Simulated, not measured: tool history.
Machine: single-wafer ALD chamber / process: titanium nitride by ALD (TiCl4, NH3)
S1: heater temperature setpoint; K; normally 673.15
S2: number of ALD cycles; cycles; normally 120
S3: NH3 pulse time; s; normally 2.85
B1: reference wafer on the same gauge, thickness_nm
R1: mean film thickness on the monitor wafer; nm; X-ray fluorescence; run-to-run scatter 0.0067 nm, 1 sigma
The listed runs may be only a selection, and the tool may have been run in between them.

run 1 hour=0.0 | S1=673.15 S2=135 S3=2.85 | B1=3.052 | R1=2.968
run 2 hour=56.7 | S1=673.15 S2=120 S3=2.02 | B1=3.049 | R1=2.586
run 3 hour=156.0 | S1=673.15 S2=120 S3=2.02 | B1=3.044 | R1=2.586
run 4 hour=208.6 | S1=673.15 S2=120 S3=2.85 | B1=3.041 | R1=2.625
run 5 hour=257.2 | S1=663.15 S2=120 S3=3.45 | B1=3.036 | R1=2.638
run 6 hour=319.1 | S1=663.15 S2=120 S3=3.45 | B1=3.034 | R1=2.636
run 7 hour=629.0 | S1=673.15 S2=120 S3=1.99 | B1=3.007 | R1=2.549
run 8 hour=681.3 | S1=673.15 S2=120 S3=1.99 | B1=3.005 | R1=2.538
-- hour=718.1 thermocouple changed; heater temperature recalibrated
-- hour=849.7 gauge calibrated
run 9 hour=941.0 | S1=673.15 S2=120 S3=2.85 | B1=3.100 | R1=2.677
run 10 hour=1016.2 | S1=673.15 S2=120 S3=2.85 | B1=3.100 | R1=2.660
-- hour=1101.0 showerhead replaced
run 11 hour=1101.5 | S1=673.15 S2=120 S3=2.85 | B1=3.099 | R1=2.689
run 12 hour=1153.7 | S1=673.15 S2=120 S3=2.85 | B1=3.099 | R1=2.680
run 13 hour=1249.3 | S1=673.15 S2=142 S3=2.85 | B1=3.094 | R1=3.146
run 14 hour=1312.4 | S1=673.15 S2=120 S3=3.96 | B1=3.095 | R1=2.705
run 15 hour=1392.2 | S1=669.15 S2=120 S3=1.92 | B1=3.095 | R1=2.610
run 16 hour=1446.3 | S1=663.15 S2=143 S3=1.99 | B1=3.090 | R1=3.068
run 17 hour=1502.6 | S1=673.15 S2=120 S3=2.85 | B1=3.092 | R1=2.680
run 18 hour=1556.7 | S1=673.15 S2=120 S3=1.74 | B1=3.089 | R1=2.595
run 19 hour=1601.0 | S1=673.15 S2=98 S3=2.85 | B1=3.088 | R1=2.181
run 20 hour=1667.3 | S1=668.15 S2=120 S3=2.44 | B1=3.086 | R1=2.630
run 21 hour=1763.3 | S1=673.15 S2=120 S3=2.85 | B1=3.083 | R1=2.656
run 22 hour=1835.6 | S1=659.15 S2=120 S3=3.30 | B1=3.078 | R1=2.638

Predict each of these 4 candidate next runs independently; none follows another, all start after run 22:
run A hour=1836.3 | S1=673.15 S2=120 S3=2.85 | B1=? | R1=?
run B hour=1836.3 | S1=686.15 S2=141 S3=1.77 | B1=? | R1=?
run C hour=1836.3 | S1=673.15 S2=134 S3=2.32 | B1=? | R1=?
run D hour=1836.3 | S1=679.15 S2=136 S3=2.09 | B1=? | R1=?

run=A B1=3.076 R1=2.646
run=B B1=3.076 R1=3.052
run=C B1=3.076 R1=2.926
run=D B1=3.076 R1=2.960
Without the tool's hidden state the same runs would have given:
run=A R1=2.664
run=B R1=3.073
run=C R1=2.947
run=D R1=2.981
